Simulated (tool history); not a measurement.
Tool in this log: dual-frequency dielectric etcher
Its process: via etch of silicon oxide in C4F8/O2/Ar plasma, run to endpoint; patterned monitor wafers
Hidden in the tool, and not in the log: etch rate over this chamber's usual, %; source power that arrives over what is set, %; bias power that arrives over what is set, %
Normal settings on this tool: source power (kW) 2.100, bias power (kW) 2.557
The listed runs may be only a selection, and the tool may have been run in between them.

run     day  source power (kW)  bias power (kW)  wafers since the last listed run  hours since the last wet clean  hours since the last source power generator calibration  hours since the last bias power generator calibration  hours since the last upper electrode change  incoming incoming film thickness, nm  endpoint time (s)
  1   0.000              2.100            2.557                                 0                            41.1                                                   1493.2                                                 3387.9                                       2347.7                                1850.8              304.3
  2   2.004              2.100            2.557                               304                            89.2                                                   1541.3                                                 3436.0                                       2395.8                                1877.5              302.0
  3   4.175              2.100            2.557                               329                           141.3                                                   1593.4                                                 3488.1                                       2447.9                                1869.5              304.5
  4   6.858              2.100            2.557                               407                           205.7                                                   1657.8                                                 3552.5                                       2512.3                                1891.0              311.1
  5   8.879              2.100            2.557                               306                           254.2                                                   1706.3                                                 3601.0                                       2560.8                                1888.2              312.9
  6  11.750              2.100            2.557                               435                           323.1                                                   1775.2                                                 3669.9                                       2629.7                                1889.1              312.0
  7  13.242              2.100            2.557                               226                           358.9                                                   1811.0                                                 3705.7                                       2665.5                                1865.5              306.9
  8  14.638              2.100            2.116                               211                           392.4                                                   1844.5                                                 3739.2                                       2699.0                                1856.4              334.9
  9  16.708              2.100            2.116                               314                           442.1                                                   1894.2                                                 3788.9                                       2748.7                                1832.2              324.1
     19.017  -- wet clean of the chamber
 10  19.038              2.100            2.557                               201                             0.5                                                   1950.1                                                 3844.8                                       2804.6                                1858.0              307.0
 11  20.879              2.100            2.557                               279                            44.7                                                   1994.3                                                 3889.0                                       2848.8                                1837.9              301.4
 12  21.892              2.100            2.557                               153                            69.0                                                   2018.6                                                 3913.3                                       2873.1                                1864.1              307.6
 13  23.046              2.100            2.557                               175                            96.7                                                   2046.3                                                 3941.0                                       2900.8                                1857.8              306.5
     24.421  -- upper electrode replaced, of another model than before
 14  25.812              1.880            2.167                               268                           163.1                                                   2112.7                                                 4007.4                                         33.4                                1843.9              392.7
 15  28.062              2.620            2.557                               341                           217.1                                                   2166.7                                                 4061.4                                         87.4                                1872.4              269.0
     29.496  -- bias power generator calibrated
 16  30.350              1.720            2.243                               321                           272.0                                                   2221.6                                                   20.5                                        142.3                                1860.5              421.6
 17  31.471              2.270            1.988                               170                           298.9                                                   2248.5                                                   47.4                                        169.2                                1845.3              374.6
     31.842  -- source power generator calibrated
 18  34.000              2.100            2.018                               358                           359.6                                                     51.8                                                  108.1                                        229.9                                1870.5              373.4
     35.529  -- wet clean of the chamber
 19  36.600              2.310            3.008                               242                            25.7                                                    114.2                                                  170.5                                        292.3                                1856.9              247.5
 20  38.158              1.610            2.762                               236                            63.1                                                    151.6                                                  207.9                                        329.7                                1863.4              368.0
 21  40.721              2.280            2.936                               388                           124.6                                                    213.1                                                  269.4                                        391.2                                1854.6              254.9
 22  42.188              2.330            2.123                               222                           159.8                                                    248.3                                                  304.6                                        426.4                                1864.7              328.7
 23  44.833              2.550            2.557                               401                           223.3                                                    311.8                                                  368.1                                        489.9                                1858.3              258.7
 24  46.883              2.100            2.996                               311                           272.5                                                    361.0                                                  417.3                                        539.1                                1861.2              272.5
 25  48.588              1.890            2.302                               258                           313.4                                                    401.9                                                  458.2                                        580.0                                1867.1              355.6
 26  55.562              1.830            2.797                              1058                           480.8                                                    569.3                                                  625.6                                        747.4                                1852.8              316.0
     56.654  -- wet clean of the chamber
 27  57.933              2.100            2.557                               208                            30.7                                                    626.2                                                  682.5                                        804.3                                1852.7              305.7
 28  59.425              2.100            2.341                               226                            66.5                                                    662.0                                                  718.3                                        840.1                                1852.4              323.8
 29  61.838              2.100            2.996                               366                           124.4                                                    719.9                                                  776.2                                        898.0                                1870.5              270.8
 30  63.254              2.100            2.557                               215                           158.4                                                    753.9                                                  810.2                                        932.0                                1838.6              298.4
 31  64.538              1.750            2.958                               194                           189.2                                                    784.7                                                  841.0                                        962.8                                1839.5              323.0
 32  66.058              1.870            2.557                               230                           225.7                                                    821.2                                                  877.5                                        999.3                                1859.0              336.3
 33  68.479              2.400            2.557                               367                           283.8                                                    879.3                                                  935.6                                       1057.4                                1871.9              274.3
 34  70.150              2.100            2.116                               253                           323.9                                                    919.4                                                  975.7                                       1097.5                                1865.6              362.4
     73.292  -- wet clean of the chamber
 35  73.312              2.100            2.557                               328                             0.5                                                    995.3                                                 1051.6                                       1173.4                                1865.6              303.8
 36  74.204              2.100            2.557                               135                            21.9                                                   1016.7                                                 1073.0                                       1194.8                                1856.1              305.2

How would selected steps in endpoint time (s) from run to run divide? Give the signed amount a tool lacking its hidden state would still show from settings, what came in and random variation, and the signed amount left for the hidden state, including any gauge scatter that is not in both of the compared results.
Run 13 -> 14: source power (kW) 2.100 -> 1.880, bias power (kW) 2.557 -> 2.167, upper electrode replaced, of another model than before. endpoint time (s) +86.2: hidden state +8.2, all else +78.0.
Run 14 -> 15: source power (kW) 1.880 -> 2.620, bias power (kW) 2.167 -> 2.557. endpoint time (s) -123.7: hidden state -4.4, all else -119.3.
Run 15 -> 16: source power (kW) 2.620 -> 1.720, bias power (kW) 2.557 -> 2.243, bias power generator calibrated. endpoint time (s) +152.6: hidden state +7.4, all else +145.2.
Run 17 -> 18: source power (kW) 2.270 -> 2.100, bias power (kW) 1.988 -> 2.018, source power generator calibrated. endpoint time (s) -1.2: hidden state -17.1, all else +15.9.
Run 18 -> 19: source power (kW) 2.100 -> 2.310, bias power (kW) 2.018 -> 3.008, wet clean of the chamber. endpoint time (s) -125.9: hidden state -0.2, all else -125.7.

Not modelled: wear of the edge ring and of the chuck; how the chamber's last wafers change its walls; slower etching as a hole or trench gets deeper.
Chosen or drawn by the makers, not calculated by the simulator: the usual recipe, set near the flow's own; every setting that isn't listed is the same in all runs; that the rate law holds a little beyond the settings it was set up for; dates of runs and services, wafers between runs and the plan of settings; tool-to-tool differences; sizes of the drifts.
